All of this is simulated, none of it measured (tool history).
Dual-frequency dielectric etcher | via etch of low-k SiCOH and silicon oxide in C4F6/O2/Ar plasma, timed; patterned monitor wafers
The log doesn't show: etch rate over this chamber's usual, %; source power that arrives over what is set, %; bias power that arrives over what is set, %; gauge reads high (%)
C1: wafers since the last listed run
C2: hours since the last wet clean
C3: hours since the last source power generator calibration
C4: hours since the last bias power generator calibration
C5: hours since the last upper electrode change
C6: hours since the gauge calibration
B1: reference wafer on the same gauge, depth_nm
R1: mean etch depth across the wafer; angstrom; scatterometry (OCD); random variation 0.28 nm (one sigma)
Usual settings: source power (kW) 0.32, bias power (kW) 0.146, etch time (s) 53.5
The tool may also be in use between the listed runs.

Run 1, hour 0: usual settings; C1 0; C2 396.6; C3 611.6; C4 2410.3; C5 1777.8; C6 132.1; B1 90. Result: R1 1079 angstrom.
At hour 23.1: wet clean of the chamber.
Run 2, hour 181.7: usual settings; C1 2199; C2 158.6; C3 793.3; C4 2592; C5 1959.5; C6 313.8; B1 90. Result: R1 1106 angstrom.
Run 3, hour 272.9: usual settings; C1 1264; C2 249.8; C3 884.5; C4 2683.2; C5 2050.7; C6 405; B1 90. Result: R1 1094 angstrom.
Run 4, hour 367.2: usual settings; C1 1307; C2 344.1; C3 978.8; C4 2777.5; C5 2145; C6 499.3; B1 90. Result: R1 1082 angstrom.
Run 5, hour 430.5: usual settings but bias power (kW) 0.171; C1 877; C2 407.4; C3 1042.1; C4 2840.8; C5 2208.3; C6 562.6; B1 90. Result: R1 1135 angstrom.
At hour 473.1: wet clean of the chamber.
Run 6, hour 499.2: usual settings but bias power (kW) 0.171; C1 619; C2 26.1; C3 1110.8; C4 2909.5; C5 2277; C6 631.3; B1 90. Result: R1 1159 angstrom.
Run 7, hour 583.3: usual settings but bias power (kW) 0.171; C1 1166; C2 110.2; C3 1194.9; C4 2993.6; C5 2361.1; C6 715.4; B1 90. Result: R1 1156 angstrom.
At hour 687.2: bias power generator calibrated.
Run 8, hour 852: usual settings; C1 3670; C2 378.9; C3 1463.6; C4 164.8; C5 2629.8; C6 984.1; B1 90. Result: R1 1070 angstrom.
At hour 933.5: upper electrode replaced.
At hour 948.1: wet clean of the chamber.
Run 9, hour 948.6: usual settings; C1 804; C2 0.5; C3 1560.2; C4 261.4; C5 15.1; C6 1080.7; B1 90. Result: R1 1096 angstrom.
Run 10, hour 969.4: usual settings but bias power (kW) 0.122, etch time (s) 67; C1 288; C2 21.3; C3 1581; C4 282.2; C5 35.9; C6 1101.5; B1 90. Result: R1 1293 angstrom.
At hour 1031.1: gauge calibrated.
Run 11, hour 1111: usual settings but source power (kW) 0.26; C1 1963; C2 162.9; C3 1722.6; C4 423.8; C5 177.5; C6 79.9; B1 90. Result: R1 1023 angstrom.
Run 12, hour 1167.6: usual settings but bias power (kW) 0.121; C1 784; C2 219.5; C3 1779.2; C4 480.4; C5 234.1; C6 136.5; B1 90. Result: R1 1009 angstrom.

Forecast run 13:
At hour 1205.4: source power generator calibrated.
Run 13, hour 1212: usual settings but source power (kW) 0.26, bias power (kW) 0.135, etch time (s) 43.5; C1 560; C2 263.9; C3 6.6; C4 524.8; C5 278.5; C6 180.9; B1 ?. Result: R1 ?.

{"run 13": {"B1": 90, "R1": 823}}
Without the tool's hidden state the same run would have given R1 837 angstrom.
